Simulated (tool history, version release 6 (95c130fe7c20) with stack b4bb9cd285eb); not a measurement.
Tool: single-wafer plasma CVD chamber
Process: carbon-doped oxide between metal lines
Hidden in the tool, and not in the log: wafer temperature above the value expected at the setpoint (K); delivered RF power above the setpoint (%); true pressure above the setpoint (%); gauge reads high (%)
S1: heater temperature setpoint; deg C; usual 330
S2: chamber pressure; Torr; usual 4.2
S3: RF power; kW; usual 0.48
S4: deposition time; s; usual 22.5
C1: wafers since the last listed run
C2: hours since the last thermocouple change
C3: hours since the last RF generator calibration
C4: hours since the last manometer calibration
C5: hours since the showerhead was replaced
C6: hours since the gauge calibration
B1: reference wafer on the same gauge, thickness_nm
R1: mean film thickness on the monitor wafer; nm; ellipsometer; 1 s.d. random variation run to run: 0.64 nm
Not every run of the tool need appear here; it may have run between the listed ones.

{"run": 1, "hour": 0.0, "S1": 338, "S2": 4.2, "S3": 0.48, "S4": 22.5, "C1": 0, "C2": 1259.9, "C3": 1236.3, "C4": 1995.3, "C5": 2435.2, "C6": 1355.3, "B1": 93.974, "R1": 109.199}
{"run": 2, "hour": 48.3, "S1": 330, "S2": 4.2, "S3": 0.48, "S4": 22.5, "C1": 714, "C2": 1308.2, "C3": 1284.6, "C4": 2043.6, "C5": 2483.5, "C6": 1403.6, "B1": 94.058, "R1": 112.488}
{"run": 3, "hour": 94.6, "S1": 330, "S2": 4.2, "S3": 0.48, "S4": 22.5, "C1": 684, "C2": 1354.5, "C3": 1330.9, "C4": 2089.9, "C5": 2529.8, "C6": 1449.9, "B1": 94.005, "R1": 112.602}
{"run": 4, "hour": 149.7, "S1": 321, "S2": 4.51, "S3": 0.48, "S4": 22.5, "C1": 814, "C2": 1409.6, "C3": 1386, "C4": 2145, "C5": 2584.9, "C6": 1505, "B1": 94.022, "R1": 117.421}
{"run": 5, "hour": 186.0, "S1": 330, "S2": 4.42, "S3": 0.535, "S4": 22.5, "C1": 536, "C2": 1445.9, "C3": 1422.3, "C4": 2181.3, "C5": 2621.2, "C6": 1541.3, "B1": 93.921, "R1": 120.497}
{"run": 6, "hour": 241.6, "S1": 330, "S2": 4.42, "S3": 0.535, "S4": 22.5, "C1": 822, "C2": 1501.5, "C3": 1477.9, "C4": 2236.9, "C5": 2676.8, "C6": 1596.9, "B1": 93.906, "R1": 120.796}
{"hour": 263.9, "done": "thermocouple changed; heater temperature recalibrated"}
{"hour": 288.6, "done": "RF generator calibrated"}
{"run": 7, "hour": 292.0, "S1": 330, "S2": 4.42, "S3": 0.535, "S4": 22.5, "C1": 508, "C2": 28.1, "C3": 3.4, "C4": 2287.3, "C5": 2727.2, "C6": 1647.3, "B1": 93.905, "R1": 121.823}
{"hour": 308.4, "done": "gauge calibrated"}
{"run": 8, "hour": 329.3, "S1": 330, "S2": 4.2, "S3": 0.48, "S4": 21.1, "C1": 551, "C2": 65.4, "C3": 40.7, "C4": 2324.6, "C5": 2764.5, "C6": 20.9, "B1": 94.108, "R1": 107.336}
{"run": 9, "hour": 370.7, "S1": 330, "S2": 4.2, "S3": 0.48, "S4": 22.5, "C1": 612, "C2": 106.8, "C3": 82.1, "C4": 2366, "C5": 2805.9, "C6": 62.3, "B1": 94.129, "R1": 114.433}
{"run": 10, "hour": 407.5, "S1": 330, "S2": 3.67, "S3": 0.415, "S4": 19.3, "C1": 544, "C2": 143.6, "C3": 118.9, "C4": 2402.8, "C5": 2842.7, "C6": 99.1, "B1": 93.996, "R1": 89.622}
{"run": 11, "hour": 459.1, "S1": 330, "S2": 4.2, "S3": 0.48, "S4": 22.5, "C1": 762, "C2": 195.2, "C3": 170.5, "C4": 2454.4, "C5": 2894.3, "C6": 150.7, "B1": 94.135, "R1": 113.806}
{"hour": 508.2, "done": "capacitance manometer re-zeroed and calibrated"}
{"run": 12, "hour": 578.2, "S1": 343, "S2": 3.8, "S3": 0.43, "S4": 25.9, "C1": 1642, "C2": 314.3, "C3": 289.6, "C4": 70, "C5": 3013.4, "C6": 269.8, "B1": 94.006, "R1": 117.05}
{"run": 13, "hour": 625.4, "S1": 330, "S2": 4.51, "S3": 0.48, "S4": 22.5, "C1": 697, "C2": 361.5, "C3": 336.8, "C4": 117.2, "C5": 3060.6, "C6": 317, "B1": 94.066, "R1": 115.857}
{"run": 14, "hour": 652.3, "S1": 344, "S2": 4.2, "S3": 0.48, "S4": 18.5, "C1": 397, "C2": 388.4, "C3": 363.7, "C4": 144.1, "C5": 3087.5, "C6": 343.9, "B1": 93.965, "R1": 90.758}
{"hour": 693.0, "done": "thermocouple changed; heater temperature recalibrated, repeated, since the last time left the tool worse"}
{"run": 15, "hour": 697.2, "S1": 337, "S2": 3.28, "S3": 0.4, "S4": 19.6, "C1": 545, "C2": 4.2, "C3": 408.6, "C4": 189, "C5": 3132.4, "C6": 388.8, "B1": 94.166, "R1": 84.657}
{"run": 16, "hour": 728.2, "S1": 330, "S2": 3.34, "S3": 0.48, "S4": 24, "C1": 458, "C2": 35.2, "C3": 439.6, "C4": 220, "C5": 3163.4, "C6": 419.8, "B1": 94.03, "R1": 117.962}
{"run": 17, "hour": 760.9, "S1": 338, "S2": 4.2, "S3": 0.39, "S4": 20.7, "C1": 483, "C2": 67.9, "C3": 472.3, "C4": 252.7, "C5": 3196.1, "C6": 452.5, "B1": 94.088, "R1": 88.924}
{"run": 18, "hour": 822.3, "S1": 330, "S2": 4.2, "S3": 0.48, "S4": 22.5, "C1": 907, "C2": 129.3, "C3": 533.7, "C4": 314.1, "C5": 3257.5, "C6": 513.9, "B1": 93.988, "R1": 113.111}
{"run": 19, "hour": 856.6, "S1": 336, "S2": 3.89, "S3": 0.48, "S4": 22.5, "C1": 507, "C2": 163.6, "C3": 568, "C4": 348.4, "C5": 3291.8, "C6": 548.2, "B1": 94.119, "R1": 109.71}
{"hour": 886.3, "done": "showerhead replaced"}
{"run": 20, "hour": 928.0, "S1": 336, "S2": 4.2, "S3": 0.56, "S4": 22.5, "C1": 937, "C2": 235, "C3": 639.4, "C4": 419.8, "C5": 41.7, "C6": 619.6, "B1": 93.945, "R1": 119.826}
{"run": 21, "hour": 982.5, "S1": 330, "S2": 4.2, "S3": 0.48, "S4": 22.5, "C1": 805, "C2": 289.5, "C3": 693.9, "C4": 474.3, "C5": 96.2, "C6": 674.1, "B1": 94.087, "R1": 111.985}
{"run": 22, "hour": 1053.8, "S1": 330, "S2": 4.2, "S3": 0.48, "S4": 22.5, "C1": 1054, "C2": 360.8, "C3": 765.2, "C4": 545.6, "C5": 167.5, "C6": 745.4, "B1": 94.065, "R1": 111.907}
{"run": 23, "hour": 1091.7, "S1": 330, "S2": 4.2, "S3": 0.48, "S4": 22.5, "C1": 560, "C2": 398.7, "C3": 803.1, "C4": 583.5, "C5": 205.4, "C6": 783.3, "B1": 93.963, "R1": 113.445}
{"run": 24, "hour": 1123.5, "S1": 330, "S2": 4.2, "S3": 0.48, "S4": 22.5, "C1": 470, "C2": 430.5, "C3": 834.9, "C4": 615.3, "C5": 237.2, "C6": 815.1, "B1": 94.043, "R1": 112.094}
{"run": 25, "hour": 1173.9, "S1": 330, "S2": 4.2, "S3": 0.48, "S4": 22.5, "C1": 745, "C2": 480.9, "C3": 885.3, "C4": 665.7, "C5": 287.6, "C6": 865.5, "B1": 93.974, "R1": 112.461}
{"run": 26, "hour": 1235.3, "S1": 330, "S2": 3.62, "S3": 0.48, "S4": 24.2, "C1": 907, "C2": 542.3, "C3": 946.7, "C4": 727.1, "C5": 349, "C6": 926.9, "B1": 93.993, "R1": 120.363}
{"run": 27, "hour": 1306.2, "S1": 330, "S2": 4.46, "S3": 0.48, "S4": 18.5, "C1": 1048, "C2": 613.2, "C3": 1017.6, "C4": 798, "C5": 419.9, "C6": 997.8, "B1": 93.93, "R1": 92.757}

Alternative continuations, all from the tool just after run 27; predict every row:
{"run": "A", "hour": 1306.6, "S1": 330, "S2": 4.2, "S3": 0.48, "S4": 22.5, "C1": 5, "C2": 613.6, "C3": 1018, "C4": 798.4, "C5": 420.3, "C6": 998.2, "B1": "?", "R1": "?"}
{"run": "B", "hour": 1306.6, "S1": 330, "S2": 3.79, "S3": 0.42, "S4": 20.8, "C1": 5, "C2": 613.6, "C3": 1018, "C4": 798.4, "C5": 420.3, "C6": 998.2, "B1": "?", "R1": "?"}
{"run": "C", "hour": 1306.6, "S1": 330, "S2": 3.84, "S3": 0.48, "S4": 24.9, "C1": 5, "C2": 613.6, "C3": 1018, "C4": 798.4, "C5": 420.3, "C6": 998.2, "B1": "?", "R1": "?"}
{"run": "D", "hour": 1306.6, "S1": 340, "S2": 3.28, "S3": 0.48, "S4": 24.3, "C1": 5, "C2": 613.6, "C3": 1018, "C4": 798.4, "C5": 420.3, "C6": 998.2, "B1": "?", "R1": "?"}
{"run": "E", "hour": 1306.6, "S1": 330, "S2": 3.19, "S3": 0.48, "S4": 22.5, "C1": 5, "C2": 613.6, "C3": 1018, "C4": 798.4, "C5": 420.3, "C6": 998.2, "B1": "?", "R1": "?"}

run=A B1=94.09 R1=113.272
run=B B1=94.09 R1=95.981
run=C B1=94.09 R1=124.421
run=D B1=94.09 R1=116.842
run=E B1=94.09 R1=111.47
Take away the tool's hidden state, keep each run's random variation, and the runs would have read:
run=A R1=112.357
run=B R1=95.206
run=C R1=123.416
run=D R1=115.987
run=E R1=110.569
